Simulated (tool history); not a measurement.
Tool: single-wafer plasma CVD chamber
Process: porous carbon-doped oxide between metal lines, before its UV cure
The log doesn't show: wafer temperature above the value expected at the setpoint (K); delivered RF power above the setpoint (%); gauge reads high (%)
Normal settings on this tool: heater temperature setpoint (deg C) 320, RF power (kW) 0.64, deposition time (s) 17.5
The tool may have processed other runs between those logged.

run    hour  heater temperature setpoint (deg C)  RF power (kW)  deposition time (s)  wafers since the last listed run  hours since the last thermocouple change  hours since the last RF generator calibration  hours since the showerhead was replaced  hours since the gauge calibration  read-back reference wafer on the same gauge, thickness_nm  mean film thickness on the monitor wafer (angstrom)
  1       0                                  320           0.64                 14.9                                 0                                    1231.1                                         1493.6                                   2140.2                              789.4                                                    105.022                                               844.53
  2      43                                  320           0.64                 14.9                              1317                                    1274.1                                         1536.6                                   2183.2                              832.4                                                     104.98                                               841.85
  3   108.8                                  320           0.64                 14.9                              2015                                    1339.9                                         1602.4                                     2249                              898.2                                                    105.034                                               836.65
  4   139.9                                  320           0.64                 17.5                               952                                      1371                                         1633.5                                   2280.1                              929.3                                                    105.007                                                976.7
  5   164.7                                  320           0.64                 17.5                               759                                    1395.8                                         1658.3                                   2304.9                              954.1                                                    105.034                                               981.31
  6   196.5                                  331           0.64                 17.5                               974                                    1427.6                                         1690.1                                   2336.7                              985.9                                                    105.061                                               918.08
  7   229.6                                  326           0.64                 17.5                              1014                                    1460.7                                         1723.2                                   2369.8                               1019                                                    104.989                                               951.98
  8   293.5                                  320           0.64                 18.7                              1957                                    1524.6                                         1787.1                                   2433.7                             1082.9                                                    105.038                                              1048.62
  9   340.7                                  320           0.64                 18.7                              1446                                    1571.8                                         1834.3                                   2480.9                             1130.1                                                    105.024                                              1046.92
 10   388.4                                  320           0.64                 18.7                              1461                                    1619.5                                           1882                                   2528.6                             1177.8                                                    105.029                                              1045.62
 11     414                                  320           0.72                 17.5                               784                                    1645.1                                         1907.6                                   2554.2                             1203.4                                                    105.051                                              1032.31
 12   454.7                                  320           0.64                 17.5                              1246                                    1685.8                                         1948.3                                   2594.9                             1244.1                                                    105.021                                               986.07
 13   521.1                                  320           0.64                 17.5                              2034                                    1752.2                                         2014.7                                   2661.3                             1310.5                                                    105.003                                               984.11
 14   552.2                                  320           0.64                 17.5                               952                                    1783.3                                         2045.8                                   2692.4                             1341.6                                                    104.969                                               987.28
 15   580.3                                  311           0.64                 15.5                               860                                    1811.4                                         2073.9                                   2720.5                             1369.7                                                    104.957                                               919.22
      613.5  -- RF generator calibrated
 16     614                                  320           0.64                 17.5                               787                                    1845.1                                            0.5                                   2754.2                             1403.4                                                    105.055                                               978.79
 17   717.4                                  313            0.7                 18.8                              3167                                    1948.5                                          103.9                                   2857.6                             1506.8                                                    105.013                                              1139.78
 18   847.4                                  320           0.64                 17.5                              3982                                    2078.5                                          233.9                                   2987.6                             1636.8                                                     105.01                                               983.49
 19   910.8                                  310          0.745                 20.5                              1942                                    2141.9                                          297.3                                     3051                             1700.2                                                    105.071                                              1298.47
      958.4  -- thermocouple changed; heater temperature recalibrated
 20   969.2                                  320           0.64                 18.7                              1544                                      10.8                                          355.7                                   3109.4                             1758.6                                                     105.02                                              1074.08
 21  1026.5                                  320           0.64                 19.8                              1755                                      68.1                                            413                                   3166.7                             1815.9                                                    104.965                                              1127.58
 22  1050.9                                  312          0.525                 20.6                               747                                      92.5                                          437.4                                   3191.1                             1840.3                                                    105.072                                              1131.12
 23  1099.5                                  326           0.64                 17.5                              1488                                     141.1                                            486                                   3239.7                             1888.9                                                    104.996                                               963.57
 24  1128.4                                  312           0.64                 17.5                               885                                       170                                          514.9                                   3268.6                             1917.8                                                    105.003                                              1049.99
 25  1173.7                                  310            0.6                   15                              1387                                     215.3                                          560.2                                   3313.9                             1963.1                                                    104.966                                               887.03
 26  1314.2                                  320           0.75                 19.6                              4304                                     355.8                                          700.7                                   3454.4                             2103.6                                                    105.045                                              1184.86
     1353.5  -- showerhead replaced
 27  1380.6                                  313           0.55                 17.5                              1789                                     422.2                                          767.1                                     27.1                               2170                                                    105.013                                               977.74
     1426.2  -- gauge calibrated
 28  1446.5                                  320           0.64                 14.9                              2018                                     488.1                                            833                                       93                               20.3                                                    105.057                                               851.95
 29  1490.8                                  327           0.64                 17.5                              1357                                     532.4                                          877.3                                    137.3                               64.6                                                    104.974                                               951.95
 30  1562.6                                  330          0.735                 15.3                              2199                                     604.2                                          949.1                                    209.1                              136.4                                                    104.979                                               881.01
 31  1742.3                                  320           0.64                 20.7                              5505                                     783.9                                         1128.8                                    388.8                              316.1                                                    105.062                                              1161.66
 32  1782.8                                  320           0.73                 14.3                              1240                                     824.4                                         1169.3                                    429.3                              356.6                                                    104.986                                               865.68
 33  1809.7                                  324          0.755                 20.3                               824                                     851.3                                         1196.2                                    456.2                              383.5                                                    104.988                                              1200.83
 34  1843.3                                  320           0.64                 17.5                              1029                                     884.9                                         1229.8                                    489.8                              417.1                                                    105.083                                               992.11
 35  1904.6                                  320            0.7                 17.5                              1878                                     946.2                                         1291.1                                    551.1                              478.4                                                    104.964                                              1018.67

For each run, the measured value with the value that run would have given without the tool's hidden condition subtracted. The run-to-run variation is shared by both, the gauge scatter possibly not:
run  mean film thickness on the monitor wafer (angstrom)
  1                                                -14.5
  2                                               -14.65
  3                                               -14.85
  4                                               -17.49
  5                                               -17.68
  6                                               -15.13
  7                                               -16.92
  8                                               -19.48
  9                                               -19.64
 10                                                -19.8
 11                                               -19.64
 12                                               -18.88
 13                                               -19.05
 14                                                -19.2
 15                                               -19.09
 16                                               -19.19
 17                                               -23.84
 18                                               -19.79
 19                                               -28.29
 20                                                +2.47
 21                                                +0.72
 22                                                -0.04
 23                                                 -1.2
 24                                                -2.19
 25                                                -2.94
 26                                                -6.99
 27                                                 -7.3
 28                                                -6.95
 29                                                -8.19
 30                                                 -7.9
 31                                               -13.92
 32                                               -10.74
 33                                               -14.98
 34                                               -12.88
 35                                               -13.77

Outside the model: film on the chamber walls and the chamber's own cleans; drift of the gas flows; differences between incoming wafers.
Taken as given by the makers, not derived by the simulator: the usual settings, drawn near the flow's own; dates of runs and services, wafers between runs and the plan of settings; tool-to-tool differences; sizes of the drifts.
